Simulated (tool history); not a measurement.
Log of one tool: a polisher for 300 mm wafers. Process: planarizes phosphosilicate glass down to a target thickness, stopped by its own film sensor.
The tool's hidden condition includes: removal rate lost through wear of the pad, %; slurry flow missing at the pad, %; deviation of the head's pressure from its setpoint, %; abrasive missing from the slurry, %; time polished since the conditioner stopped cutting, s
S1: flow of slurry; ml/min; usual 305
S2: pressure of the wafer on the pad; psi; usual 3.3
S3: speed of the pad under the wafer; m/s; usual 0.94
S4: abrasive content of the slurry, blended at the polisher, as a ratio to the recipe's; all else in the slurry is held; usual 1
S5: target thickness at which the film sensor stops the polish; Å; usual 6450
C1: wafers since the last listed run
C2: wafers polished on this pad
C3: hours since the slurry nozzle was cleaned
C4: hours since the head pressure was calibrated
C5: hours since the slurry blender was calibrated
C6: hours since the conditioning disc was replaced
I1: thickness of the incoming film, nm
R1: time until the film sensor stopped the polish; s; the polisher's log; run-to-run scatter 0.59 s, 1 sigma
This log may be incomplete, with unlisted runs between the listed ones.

run	hour	S1	S2	S3	S4	S5	C1	C2	C3	C4	C5	C6	I1	R1
1	0	305	3.3	0.94	1	6450	0	1004	70.7	501.6	135	442.9	1085.6	58.9
2	61.6	305	3.3	0.94	1	6450	682	1686	132.3	563.2	196.6	504.5	1064.6	55
# hour 89.1: slurry blender recalibrated
# hour 133.6: worn pad replaced by a new one
# hour 166.2: conditioning disc replaced and pad reconditioned
3	272.3	305	3.3	0.94	1	6450	2245	1514	343	773.9	183.2	106.1	1064.3	56
4	314.1	305	3.3	0.94	1	6450	463	1977	384.8	815.7	225	147.9	1075.1	58.4
# hour 344.5: slurry blender recalibrated
# hour 370.2: worn pad replaced by a new one
5	380.9	305	3.3	0.94	1	6450	673	118	451.6	882.5	36.4	214.7	1068.8	55.7
# hour 398.2: slurry nozzle cleaned
6	411.8	305	3.3	0.94	1	6450	331	449	13.6	913.4	67.3	245.6	1077.8	57.7
7	451	305	3.3	0.94	1	6450	434	883	52.8	952.6	106.5	284.8	1056.4	54.5
# hour 513: head pressure recalibrated
8	515.8	305	3.3	0.94	1	6450	695	1579	117.6	2.8	171.3	349.6	1079.7	58.5
9	562.7	305	3.3	0.94	1	6450	519	2098	164.5	49.7	218.2	396.5	1082.1	57.7
# hour 565.9: slurry blender recalibrated
# hour 577.5: worn pad replaced by a new one
10	744.3	305	3.3	0.94	1	7900	1945	1848	346.1	231.3	178.4	578.1	1054.4	36.1
# hour 776.4: worn pad replaced by a new one
11	790.8	305	2.2	0.82	1	5490	470	159	392.6	277.8	224.9	624.6	1079.9	119.1
# hour 810.7: conditioning disc replaced and pad reconditioned
# hour 814.9: slurry blender recalibrated
12	837.7	305	3.3	0.94	1	6450	475	634	439.5	324.7	22.8	27	1076.1	57.9
13	893.5	305	3.3	0.94	1	6450	618	1252	495.3	380.5	78.6	82.8	1059.1	55.7
14	935.6	305	3.3	0.94	1	5340	466	1719	537.4	422.6	120.7	124.9	1055.9	68.9
# hour 967.2: worn pad replaced by a new one
15	974.8	305	3.3	0.94	1.3	5180	389	84	576.6	461.8	159.9	164.1	1063.8	62.8
# hour 989.7: slurry nozzle cleaned
# hour 1015.1: slurry blender recalibrated
16	1036.1	305	3.3	1.04	1.1	6450	645	729	46.4	523.1	21	225.4	1063.9	49.5

Hidden state at the last listed run before each entry between runs and at the first one after, where it differs:
In the gap between runs 2 and 3: slurry blender recalibrated (hour 89.1); worn pad replaced by a new one (hour 133.6); conditioning disc replaced and pad reconditioned (hour 166.2)
  nothing in the hidden state changes from one run to the other
In the gap between runs 4 and 5: slurry blender recalibrated (hour 344.5); worn pad replaced by a new one (hour 370.2)
  nothing in the hidden state changes from one run to the other
In the gap between runs 5 and 6: slurry nozzle cleaned (hour 398.2)
  nothing in the hidden state changes from one run to the other
In the gap between runs 7 and 8: head pressure recalibrated (hour 513)
  nothing in the hidden state changes from one run to the other
In the gap between runs 9 and 10: slurry blender recalibrated (hour 565.9); worn pad replaced by a new one (hour 577.5)
  nothing in the hidden state changes from one run to the other
In the gap between runs 10 and 11: worn pad replaced by a new one (hour 776.4)
  nothing in the hidden state changes from one run to the other
In the gap between runs 11 and 12: conditioning disc replaced and pad reconditioned (hour 810.7); slurry blender recalibrated (hour 814.9)
  nothing in the hidden state changes from one run to the other
In the gap between runs 14 and 15: worn pad replaced by a new one (hour 967.2)
  nothing in the hidden state changes from one run to the other
In the gap between runs 15 and 16: slurry nozzle cleaned (hour 989.7); slurry blender recalibrated (hour 1015.1)
  nothing in the hidden state changes from one run to the other
